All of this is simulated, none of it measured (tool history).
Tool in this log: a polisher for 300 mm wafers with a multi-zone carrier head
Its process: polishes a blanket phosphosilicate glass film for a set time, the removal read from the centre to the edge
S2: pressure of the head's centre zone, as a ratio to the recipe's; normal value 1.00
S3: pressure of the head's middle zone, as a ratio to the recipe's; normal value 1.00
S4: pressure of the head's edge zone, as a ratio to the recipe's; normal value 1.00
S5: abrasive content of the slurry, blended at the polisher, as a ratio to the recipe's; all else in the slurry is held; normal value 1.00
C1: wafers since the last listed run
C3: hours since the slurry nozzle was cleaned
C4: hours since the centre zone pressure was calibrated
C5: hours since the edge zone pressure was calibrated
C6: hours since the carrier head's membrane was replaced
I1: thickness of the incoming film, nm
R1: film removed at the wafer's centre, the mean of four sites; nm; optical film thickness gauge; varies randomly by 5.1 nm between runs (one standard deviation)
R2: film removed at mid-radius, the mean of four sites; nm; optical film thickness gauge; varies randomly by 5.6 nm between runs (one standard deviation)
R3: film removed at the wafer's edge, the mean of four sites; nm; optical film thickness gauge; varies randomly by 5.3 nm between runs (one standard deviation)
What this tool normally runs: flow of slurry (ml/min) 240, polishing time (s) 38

run 1 hour=0.0 | flow_of_slurry_(ml/min)=240 S2=1.00 S3=1.00 S4=1.00 S5=1.00 polishing_time_(s)=38 | C1=0 wafers_polished_on_this_pad=3322 C3=106.1 C4=1045.5 C5=1004.8 C6=1103.3 | I1=4366.8 | R1=377.4 R2=382.3 R3=383.7
-- hour=4.1 worn pad replaced by a new one
run 2 hour=55.4 | flow_of_slurry_(ml/min)=240 S2=1.00 S3=1.00 S4=1.00 S5=1.00 polishing_time_(s)=38 | C1=824 wafers_polished_on_this_pad=822 C3=161.5 C4=1100.9 C5=1060.2 C6=1158.7 | I1=4317.0 | R1=398.1 R2=391.9 R3=400.0
run 3 hour=100.8 | flow_of_slurry_(ml/min)=240 S2=1.00 S3=1.00 S4=1.00 S5=1.00 polishing_time_(s)=38 | C1=728 wafers_polished_on_this_pad=1551 C3=206.9 C4=1146.3 C5=1105.6 C6=1204.1 | I1=4329.1 | R1=388.1 R2=386.4 R3=396.8
run 4 hour=148.8 | flow_of_slurry_(ml/min)=240 S2=1.00 S3=1.00 S4=1.00 S5=1.00 polishing_time_(s)=38 | C1=770 wafers_polished_on_this_pad=2321 C3=254.9 C4=1194.3 C5=1153.6 C6=1252.1 | I1=4301.8 | R1=392.6 R2=390.7 R3=393.2
-- hour=184.2 worn pad replaced by a new one
-- hour=206.8 slurry nozzle cleaned
run 5 hour=209.2 | flow_of_slurry_(ml/min)=260 S2=1.00 S3=1.00 S4=1.00 S5=1.00 polishing_time_(s)=38 | C1=888 wafers_polished_on_this_pad=385 C3=2.4 C4=1254.7 C5=1214.0 C6=1312.5 | I1=4346.3 | R1=360.2 R2=360.1 R3=358.3
run 6 hour=258.0 | flow_of_slurry_(ml/min)=260 S2=1.00 S3=1.00 S4=1.00 S5=1.00 polishing_time_(s)=38 | C1=782 wafers_polished_on_this_pad=1167 C3=51.2 C4=1303.5 C5=1262.8 C6=1361.3 | I1=4347.5 | R1=338.8 R2=353.3 R3=340.7
-- hour=268.9 edge zone pressure recalibrated
run 7 hour=282.3 | flow_of_slurry_(ml/min)=240 S2=1.00 S3=1.00 S4=1.00 S5=1.00 polishing_time_(s)=38 | C1=357 wafers_polished_on_this_pad=1525 C3=75.5 C4=1327.8 C5=13.4 C6=1385.6 | I1=4336.6 | R1=341.4 R2=350.3 R3=339.7
-- hour=327.5 worn pad replaced by a new one, repeated, since the last time left the tool worse
run 8 hour=352.2 | flow_of_slurry_(ml/min)=240 S2=1.00 S3=1.00 S4=1.00 S5=1.00 polishing_time_(s)=38 | C1=1057 wafers_polished_on_this_pad=395 C3=145.4 C4=1397.7 C5=83.3 C6=1455.5 | I1=4328.0 | R1=406.7 R2=405.9 R3=416.2
-- hour=369.4 centre zone pressure recalibrated
run 9 hour=381.0 | flow_of_slurry_(ml/min)=240 S2=1.00 S3=1.00 S4=1.00 S5=1.00 polishing_time_(s)=38 | C1=429 wafers_polished_on_this_pad=825 C3=174.2 C4=11.6 C5=112.1 C6=1484.3 | I1=4354.3 | R1=389.8 R2=398.3 R3=397.1
run 10 hour=411.1 | flow_of_slurry_(ml/min)=240 S2=1.00 S3=1.00 S4=1.00 S5=1.00 polishing_time_(s)=38 | C1=482 wafers_polished_on_this_pad=1308 C3=204.3 C4=41.7 C5=142.2 C6=1514.4 | I1=4315.4 | R1=389.4 R2=385.7 R3=387.7
run 11 hour=448.0 | flow_of_slurry_(ml/min)=240 S2=1.00 S3=1.00 S4=1.00 S5=1.00 polishing_time_(s)=38 | C1=591 wafers_polished_on_this_pad=1900 C3=241.2 C4=78.6 C5=179.1 C6=1551.3 | I1=4252.6 | R1=383.8 R2=392.6 R3=391.2
-- hour=505.2 worn pad replaced by a new one
run 12 hour=511.8 | flow_of_slurry_(ml/min)=240 S2=1.07 S3=1.00 S4=1.08 S5=0.75 polishing_time_(s)=38 | C1=959 wafers_polished_on_this_pad=105 C3=305.0 C4=142.4 C5=242.9 C6=1615.1 | I1=4299.4 | R1=340.5 R2=315.5 R3=330.0
-- hour=515.9 slurry nozzle cleaned
run 13 hour=552.9 | flow_of_slurry_(ml/min)=240 S2=1.00 S3=1.12 S4=1.00 S5=1.00 polishing_time_(s)=38 | C1=643 wafers_polished_on_this_pad=748 C3=37.0 C4=183.5 C5=284.0 C6=1656.2 | I1=4281.7 | R1=392.2 R2=421.9 R3=409.5
run 14 hour=596.0 | flow_of_slurry_(ml/min)=175 S2=1.00 S3=1.00 S4=1.05 S5=1.00 polishing_time_(s)=38 | C1=691 wafers_polished_on_this_pad=1440 C3=80.1 C4=226.6 C5=327.1 C6=1699.3 | I1=4249.8 | R1=375.5 R2=379.3 R3=397.4
run 15 hour=627.4 | flow_of_slurry_(ml/min)=240 S2=1.00 S3=1.00 S4=1.00 S5=1.00 polishing_time_(s)=38 | C1=503 wafers_polished_on_this_pad=1943 C3=111.5 C4=258.0 C5=358.5 C6=1730.7 | I1=4235.3 | R1=390.1 R2=387.3 R3=390.2
run 16 hour=688.9 | flow_of_slurry_(ml/min)=240 S2=1.00 S3=1.00 S4=1.00 S5=1.00 polishing_time_(s)=43 | C1=986 wafers_polished_on_this_pad=2930 C3=173.0 C4=319.5 C5=420.0 C6=1792.2 | I1=4260.6 | R1=434.7 R2=430.8 R3=445.5
-- hour=699.8 worn pad replaced by a new one
run 17 hour=740.3 | flow_of_slurry_(ml/min)=240 S2=1.00 S3=1.00 S4=1.09 S5=1.00 polishing_time_(s)=38 | C1=760 wafers_polished_on_this_pad=648 C3=224.4 C4=370.9 C5=471.4 C6=1843.6 | I1=4357.5 | R1=394.2 R2=395.3 R3=417.8
-- hour=763.7 slurry nozzle cleaned
-- hour=771.4 carrier head's membrane replaced by a new one
run 18 hour=802.4 | flow_of_slurry_(ml/min)=240 S2=1.00 S3=1.00 S4=1.00 S5=1.00 polishing_time_(s)=38 | C1=899 wafers_polished_on_this_pad=1548 C3=38.7 C4=433.0 C5=533.5 C6=31.0 | I1=4261.5 | R1=385.0 R2=393.3 R3=405.7
run 19 hour=836.1 | flow_of_slurry_(ml/min)=240 S2=1.00 S3=1.00 S4=1.11 S5=1.00 polishing_time_(s)=38 | C1=540 wafers_polished_on_this_pad=2089 C3=72.4 C4=466.7 C5=567.2 C6=64.7 | I1=4361.7 | R1=384.5 R2=389.7 R3=407.5
run 20 hour=884.1 | flow_of_slurry_(ml/min)=240 S2=1.11 S3=1.00 S4=0.91 S5=0.90 polishing_time_(s)=38 | C1=770 wafers_polished_on_this_pad=2859 C3=120.4 C4=514.7 C5=615.2 C6=112.7 | I1=4371.3 | R1=393.3 R2=363.4 R3=348.7
-- hour=934.3 worn pad replaced by a new one
run 21 hour=946.3 | flow_of_slurry_(ml/min)=285 S2=1.00 S3=1.00 S4=1.00 S5=1.00 polishing_time_(s)=31 | C1=933 wafers_polished_on_this_pad=192 C3=182.6 C4=576.9 C5=677.4 C6=174.9 | I1=4303.5 | R1=342.9 R2=334.8 R3=345.3
run 22 hour=987.8 | flow_of_slurry_(ml/min)=240 S2=1.00 S3=1.00 S4=1.00 S5=1.00 polishing_time_(s)=38 | C1=665 wafers_polished_on_this_pad=857 C3=224.1 C4=618.4 C5=718.9 C6=216.4 | I1=4327.8 | R1=396.2 R2=401.5 R3=399.5

Some steps in R1, run to run, broken into two amounts with sign: the step expected even without the hidden condition (settings, incoming material, random variation), and the rest, left for the hidden condition together with whatever gauge scatter is not in both the measured and the hidden-condition-free result:
Unlogged tool condition in this case: removal rate lost through wear of the pad, %; slurry flow missing at the pad, %; deviation of the centre zone's pressure from its setpoint, %; deviation of the edge zone's pressure from its setpoint, %.
Run 4 -> 5: flow of slurry (ml/min) 240 -> 260, worn pad replaced by a new one, slurry nozzle cleaned. R1 -32.4 nm: hidden state -32.6, all else +0.2.
Run 7 -> 8: worn pad replaced by a new one, repeated, since the last time left the tool worse. R1 +65.3 nm: hidden state +62.7, all else +2.6.
Run 21 -> 22: flow of slurry (ml/min) 285 -> 240, polishing time (s) 31 -> 38. R1 +53.3 nm: hidden state -11.7, all else +65.0.

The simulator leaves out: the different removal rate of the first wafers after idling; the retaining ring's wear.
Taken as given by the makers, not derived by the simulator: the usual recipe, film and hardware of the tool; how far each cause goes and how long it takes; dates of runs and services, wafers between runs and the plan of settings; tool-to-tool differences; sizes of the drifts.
